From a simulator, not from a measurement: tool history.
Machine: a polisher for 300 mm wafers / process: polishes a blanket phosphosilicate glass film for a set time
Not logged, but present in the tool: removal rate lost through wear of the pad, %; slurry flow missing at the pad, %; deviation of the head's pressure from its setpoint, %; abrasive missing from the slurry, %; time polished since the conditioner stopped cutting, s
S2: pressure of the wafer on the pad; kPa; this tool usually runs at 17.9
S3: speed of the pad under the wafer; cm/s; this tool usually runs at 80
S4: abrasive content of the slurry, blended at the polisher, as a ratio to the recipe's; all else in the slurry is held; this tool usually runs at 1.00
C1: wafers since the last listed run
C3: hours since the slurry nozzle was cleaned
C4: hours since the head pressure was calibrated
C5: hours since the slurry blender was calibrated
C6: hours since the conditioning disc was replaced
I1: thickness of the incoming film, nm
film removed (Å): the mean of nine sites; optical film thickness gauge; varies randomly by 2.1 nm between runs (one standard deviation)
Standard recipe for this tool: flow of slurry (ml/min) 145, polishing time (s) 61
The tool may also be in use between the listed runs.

{"run": 1, "hour": 0.0, "flow of slurry (ml/min)": 145, "S2": 17.9, "S3": 98, "S4": 1.0, "polishing time (s)": 61, "C1": 0, "wafers polished on this pad": 2331, "C3": 92.2, "C4": 277.4, "C5": 283.5, "C6": 135.2, "I1": 3679.2, "film removed (Å)": 2962}
{"run": 2, "hour": 42.5, "flow of slurry (ml/min)": 145, "S2": 17.9, "S3": 80, "S4": 1.0, "polishing time (s)": 53, "C1": 564, "wafers polished on this pad": 2895, "C3": 134.7, "C4": 319.9, "C5": 326.0, "C6": 177.7, "I1": 3698.9, "film removed (Å)": 2140}
{"run": 3, "hour": 82.6, "flow of slurry (ml/min)": 145, "S2": 17.9, "S3": 80, "S4": 1.0, "polishing time (s)": 53, "C1": 532, "wafers polished on this pad": 3427, "C3": 174.8, "C4": 360.0, "C5": 366.1, "C6": 217.8, "I1": 3614.2, "film removed (Å)": 2135}
{"hour": 84.6, "done": "slurry blender recalibrated"}
{"run": 4, "hour": 145.0, "flow of slurry (ml/min)": 145, "S2": 17.9, "S3": 80, "S4": 1.0, "polishing time (s)": 53, "C1": 801, "wafers polished on this pad": 4229, "C3": 237.2, "C4": 422.4, "C5": 60.4, "C6": 280.2, "I1": 3679.5, "film removed (Å)": 2102}
{"hour": 174.8, "done": "conditioning disc replaced and pad reconditioned"}
{"hour": 212.2, "done": "worn pad replaced by a new one"}
{"run": 5, "hour": 239.3, "flow of slurry (ml/min)": 145, "S2": 17.9, "S3": 80, "S4": 1.0, "polishing time (s)": 61, "C1": 1172, "wafers polished on this pad": 359, "C3": 331.5, "C4": 516.7, "C5": 154.7, "C6": 64.5, "I1": 3698.4, "film removed (Å)": 2372}
{"hour": 262.4, "done": "slurry nozzle cleaned, repeated, since the last time left the tool worse"}
{"run": 6, "hour": 268.0, "flow of slurry (ml/min)": 145, "S2": 17.9, "S3": 80, "S4": 1.15, "polishing time (s)": 61, "C1": 367, "wafers polished on this pad": 727, "C3": 5.6, "C4": 545.4, "C5": 183.4, "C6": 93.2, "I1": 3616.1, "film removed (Å)": 3210}
{"run": 7, "hour": 322.8, "flow of slurry (ml/min)": 145, "S2": 17.9, "S3": 80, "S4": 1.15, "polishing time (s)": 61, "C1": 727, "wafers polished on this pad": 1455, "C3": 60.4, "C4": 600.2, "C5": 238.2, "C6": 148.0, "I1": 3679.8, "film removed (Å)": 3169}
{"run": 8, "hour": 346.9, "flow of slurry (ml/min)": 145, "S2": 17.9, "S3": 80, "S4": 1.15, "polishing time (s)": 61, "C1": 319, "wafers polished on this pad": 1775, "C3": 84.5, "C4": 624.3, "C5": 262.3, "C6": 172.1, "I1": 3668.4, "film removed (Å)": 3186}
{"run": 9, "hour": 414.3, "flow of slurry (ml/min)": 145, "S2": 17.9, "S3": 80, "S4": 1.0, "polishing time (s)": 61, "C1": 894, "wafers polished on this pad": 2669, "C3": 151.9, "C4": 691.7, "C5": 329.7, "C6": 239.5, "I1": 3685.6, "film removed (Å)": 2917}
{"hour": 418.8, "done": "slurry blender recalibrated"}
{"run": 10, "hour": 468.1, "flow of slurry (ml/min)": 175, "S2": 17.9, "S3": 80, "S4": 1.0, "polishing time (s)": 61, "C1": 687, "wafers polished on this pad": 3357, "C3": 205.7, "C4": 745.5, "C5": 49.3, "C6": 293.3, "I1": 3685.5, "film removed (Å)": 3024}
{"hour": 483.4, "done": "head pressure recalibrated"}
{"run": 11, "hour": 494.2, "flow of slurry (ml/min)": 145, "S2": 17.9, "S3": 80, "S4": 1.0, "polishing time (s)": 61, "C1": 319, "wafers polished on this pad": 3677, "C3": 231.8, "C4": 10.8, "C5": 75.4, "C6": 319.4, "I1": 3655.5, "film removed (Å)": 2936}
{"hour": 513.6, "done": "worn pad replaced by a new one"}
{"hour": 515.7, "done": "conditioning disc replaced and pad reconditioned"}
{"run": 12, "hour": 564.9, "flow of slurry (ml/min)": 190, "S2": 17.9, "S3": 80, "S4": 1.0, "polishing time (s)": 61, "C1": 859, "wafers polished on this pad": 654, "C3": 302.5, "C4": 81.5, "C5": 146.1, "C6": 49.2, "I1": 3683.1, "film removed (Å)": 3042}
{"run": 13, "hour": 610.3, "flow of slurry (ml/min)": 145, "S2": 17.9, "S3": 62, "S4": 1.0, "polishing time (s)": 53, "C1": 602, "wafers polished on this pad": 1257, "C3": 347.9, "C4": 126.9, "C5": 191.5, "C6": 94.6, "I1": 3650.0, "film removed (Å)": 2088}
{"run": 14, "hour": 645.7, "flow of slurry (ml/min)": 180, "S2": 22.1, "S3": 80, "S4": 1.0, "polishing time (s)": 81, "C1": 470, "wafers polished on this pad": 1727, "C3": 383.3, "C4": 162.3, "C5": 226.9, "C6": 130.0, "I1": 3654.5, "film removed (Å)": 4842}
{"run": 15, "hour": 745.4, "flow of slurry (ml/min)": 145, "S2": 17.9, "S3": 80, "S4": 1.0, "polishing time (s)": 61, "C1": 1323, "wafers polished on this pad": 3051, "C3": 483.0, "C4": 262.0, "C5": 326.6, "C6": 229.7, "I1": 3646.1, "film removed (Å)": 2858}
{"run": 16, "hour": 798.7, "flow of slurry (ml/min)": 145, "S2": 17.9, "S3": 80, "S4": 1.0, "polishing time (s)": 61, "C1": 707, "wafers polished on this pad": 3759, "C3": 536.3, "C4": 315.3, "C5": 379.9, "C6": 283.0, "I1": 3628.1, "film removed (Å)": 2840}
{"hour": 801.4, "done": "slurry blender recalibrated"}
{"hour": 810.9, "done": "worn pad replaced by a new one"}
{"run": 17, "hour": 839.9, "flow of slurry (ml/min)": 115, "S2": 22.1, "S3": 80, "S4": 0.85, "polishing time (s)": 61, "C1": 467, "wafers polished on this pad": 385, "C3": 577.5, "C4": 356.5, "C5": 38.5, "C6": 324.2, "I1": 3669.6, "film removed (Å)": 2898}
{"hour": 863.6, "done": "conditioning disc replaced and pad reconditioned"}
{"hour": 869.1, "done": "slurry nozzle cleaned"}
{"run": 18, "hour": 869.7, "flow of slurry (ml/min)": 145, "S2": 17.9, "S3": 80, "S4": 1.0, "polishing time (s)": 61, "C1": 355, "wafers polished on this pad": 741, "C3": 0.6, "C4": 386.3, "C5": 68.3, "C6": 6.1, "I1": 3640.8, "film removed (Å)": 2947}
{"run": 19, "hour": 927.3, "flow of slurry (ml/min)": 145, "S2": 22.8, "S3": 62, "S4": 1.2, "polishing time (s)": 69, "C1": 764, "wafers polished on this pad": 1506, "C3": 58.2, "C4": 443.9, "C5": 125.9, "C6": 63.7, "I1": 3646.8, "film removed (Å)": 3818}
{"run": 20, "hour": 1038.4, "flow of slurry (ml/min)": 190, "S2": 17.9, "S3": 72, "S4": 0.7, "polishing time (s)": 69, "C1": 1475, "wafers polished on this pad": 2981, "C3": 169.3, "C4": 555.0, "C5": 237.0, "C6": 174.8, "I1": 3676.4, "film removed (Å)": 2530}
{"run": 21, "hour": 1107.0, "flow of slurry (ml/min)": 145, "S2": 15.9, "S3": 94, "S4": 1.0, "polishing time (s)": 49, "C1": 910, "wafers polished on this pad": 3892, "C3": 237.9, "C4": 623.6, "C5": 305.6, "C6": 243.4, "I1": 3708.0, "film removed (Å)": 2355}
{"run": 22, "hour": 1149.1, "flow of slurry (ml/min)": 95, "S2": 15.2, "S3": 66, "S4": 0.9, "polishing time (s)": 61, "C1": 558, "wafers polished on this pad": 4451, "C3": 280.0, "C4": 665.7, "C5": 347.7, "C6": 285.5, "I1": 3703.5, "film removed (Å)": 1805}
{"hour": 1162.3, "done": "worn pad replaced by a new one"}
{"hour": 1170.3, "done": "slurry blender recalibrated"}
{"run": 23, "hour": 1205.1, "flow of slurry (ml/min)": 145, "S2": 21.4, "S3": 80, "S4": 1.0, "polishing time (s)": 61, "C1": 663, "wafers polished on this pad": 541, "C3": 336.0, "C4": 721.7, "C5": 34.8, "C6": 341.5, "I1": 3698.0, "film removed (Å)": 3466}
{"hour": 1243.6, "done": "conditioning disc replaced and pad reconditioned"}
{"run": 24, "hour": 1265.9, "flow of slurry (ml/min)": 145, "S2": 17.9, "S3": 70, "S4": 1.0, "polishing time (s)": 61, "C1": 780, "wafers polished on this pad": 1322, "C3": 396.8, "C4": 782.5, "C5": 95.6, "C6": 22.3, "I1": 3659.8, "film removed (Å)": 2591}

What if the next run were any one of these 5? Each begins from the tool's condition after run 24:
{"run": "A", "hour": 1266.3, "flow of slurry (ml/min)": 145, "S2": 17.9, "S3": 104, "S4": 1.0, "polishing time (s)": 61, "C1": 5, "wafers polished on this pad": 1327, "C3": 397.2, "C4": 782.9, "C5": 96.0, "C6": 22.7, "I1": 3655.4, "film removed (Å)": "?"}
{"run": "B", "hour": 1266.3, "flow of slurry (ml/min)": 145, "S2": 23.4, "S3": 104, "S4": 1.0, "polishing time (s)": 61, "C1": 5, "wafers polished on this pad": 1327, "C3": 397.2, "C4": 782.9, "C5": 96.0, "C6": 22.7, "I1": 3655.4, "film removed (Å)": "?"}
{"run": "C", "hour": 1266.3, "flow of slurry (ml/min)": 190, "S2": 17.9, "S3": 68, "S4": 1.0, "polishing time (s)": 61, "C1": 5, "wafers polished on this pad": 1327, "C3": 397.2, "C4": 782.9, "C5": 96.0, "C6": 22.7, "I1": 3655.4, "film removed (Å)": "?"}
{"run": "D", "hour": 1266.3, "flow of slurry (ml/min)": 120, "S2": 12.4, "S3": 80, "S4": 1.1, "polishing time (s)": 61, "C1": 5, "wafers polished on this pad": 1327, "C3": 397.2, "C4": 782.9, "C5": 96.0, "C6": 22.7, "I1": 3655.4, "film removed (Å)": "?"}
{"run": "E", "hour": 1266.3, "flow of slurry (ml/min)": 100, "S2": 22.1, "S3": 80, "S4": 1.15, "polishing time (s)": 66, "C1": 5, "wafers polished on this pad": 1327, "C3": 397.2, "C4": 782.9, "C5": 96.0, "C6": 22.7, "I1": 3655.4, "film removed (Å)": "?"}

run=A film_removed_(Å)=3537
run=B film_removed_(Å)=4625
run=C film_removed_(Å)=2701
run=D film_removed_(Å)=2020
run=E film_removed_(Å)=3765
What these runs would have given with no unlogged condition in the tool:
run=A film_removed_(Å)=3620
run=B film_removed_(Å)=4734
run=C film_removed_(Å)=2750
run=D film_removed_(Å)=2078
run=E film_removed_(Å)=3895

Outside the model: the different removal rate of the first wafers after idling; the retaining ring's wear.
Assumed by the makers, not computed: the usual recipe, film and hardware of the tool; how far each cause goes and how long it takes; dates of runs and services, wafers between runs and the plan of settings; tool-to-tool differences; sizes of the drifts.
